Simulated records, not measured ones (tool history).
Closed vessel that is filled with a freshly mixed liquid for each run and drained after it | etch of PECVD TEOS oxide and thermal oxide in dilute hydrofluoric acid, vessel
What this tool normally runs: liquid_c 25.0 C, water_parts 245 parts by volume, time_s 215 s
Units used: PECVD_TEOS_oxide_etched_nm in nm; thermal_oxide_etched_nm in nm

run,hour,liquid_c,water_parts,time_s,"read-back film thickness of the PECVD TEOS oxide reference wafer, read on the same gauge (nm)","read-back film thickness of the thermal oxide reference wafer, read on the same gauge (nm)",PECVD_TEOS_oxide_etched_nm,thermal_oxide_etched_nm
1,0.0,25.0,175,215,49.99,109.981,35.73,6.668
2,15.7,25.0,175,215,50.02,110.008,35.89,6.684
3,27.3,26.5,245,215,50.00,110.002,25.10,4.688
4,42.8,26.5,245,215,49.98,110.024,25.38,4.689
5,51.0,22.5,245,215,50.02,109.995,21.91,4.047
6,63.3,22.5,245,215,50.00,109.991,21.95,4.046
7,71.3,22.0,245,215,50.01,109.977,21.26,3.934
8,88.5,25.0,245,215,49.98,110.007,23.87,4.426
# hour 93.1: gauge calibrated
# hour 97.6: thermometer replaced
9,99.2,23.0,270,215,49.97,110.029,19.73,3.678
10,109.1,25.0,245,325,49.98,109.979,36.24,6.787
11,116.6,25.0,345,165,49.99,109.977,11.99,2.207
12,131.3,21.5,245,215,50.02,110.013,21.16,3.934
13,139.8,22.5,245,215,49.99,110.005,21.82,4.073
14,151.3,25.0,245,215,50.01,110.014,23.95,4.445
15,163.3,25.0,190,215,50.01,109.996,32.58,6.050
# hour 165.0: hydrofluoric acid flow meter replaced
16,169.4,28.0,160,340,50.00,110.012,63.47,11.747
17,177.5,25.0,245,215,49.98,110.017,21.46,3.961
18,194.4,25.0,245,120,50.03,110.001,11.99,2.205
19,202.4,29.5,205,170,50.00,110.005,24.88,4.629
20,211.3,25.0,280,145,49.99,110.003,12.35,2.296
21,218.8,23.5,310,180,49.99,110.015,12.66,2.362
22,236.3,29.5,245,95,50.01,109.981,11.17,2.062
23,253.7,25.0,245,215,49.97,109.990,21.55,4.028
24,264.4,21.5,245,215,49.98,109.992,19.19,3.543
25,271.4,25.0,245,215,50.02,110.017,21.52,4.010
26,279.6,26.5,305,215,49.98,109.995,17.17,3.198
27,291.7,28.0,245,215,50.01,110.024,24.03,4.467

3 ways to go on from here, each from the tool as it stands after run 27. What would each give?
A,292.4,25.0,245,215,?,?,?,?
B,292.4,25.0,160,215,?,?,?,?
C,292.4,22.0,185,325,?,?,?,?

run,"read-back film thickness of the PECVD TEOS oxide reference wafer, read on the same gauge (nm)","read-back film thickness of the thermal oxide reference wafer, read on the same gauge (nm)",PECVD_TEOS_oxide_etched_nm,thermal_oxide_etched_nm
A,49.99,109.987,21.59,4.032
B,49.99,109.987,36.23,6.768
C,49.99,109.987,41.14,7.686
Had the tool no hidden state, the same runs would have come out as:
run,PECVD_TEOS_oxide_etched_nm,thermal_oxide_etched_nm
A,20.97,3.918
B,35.26,6.586
C,40.03,7.478

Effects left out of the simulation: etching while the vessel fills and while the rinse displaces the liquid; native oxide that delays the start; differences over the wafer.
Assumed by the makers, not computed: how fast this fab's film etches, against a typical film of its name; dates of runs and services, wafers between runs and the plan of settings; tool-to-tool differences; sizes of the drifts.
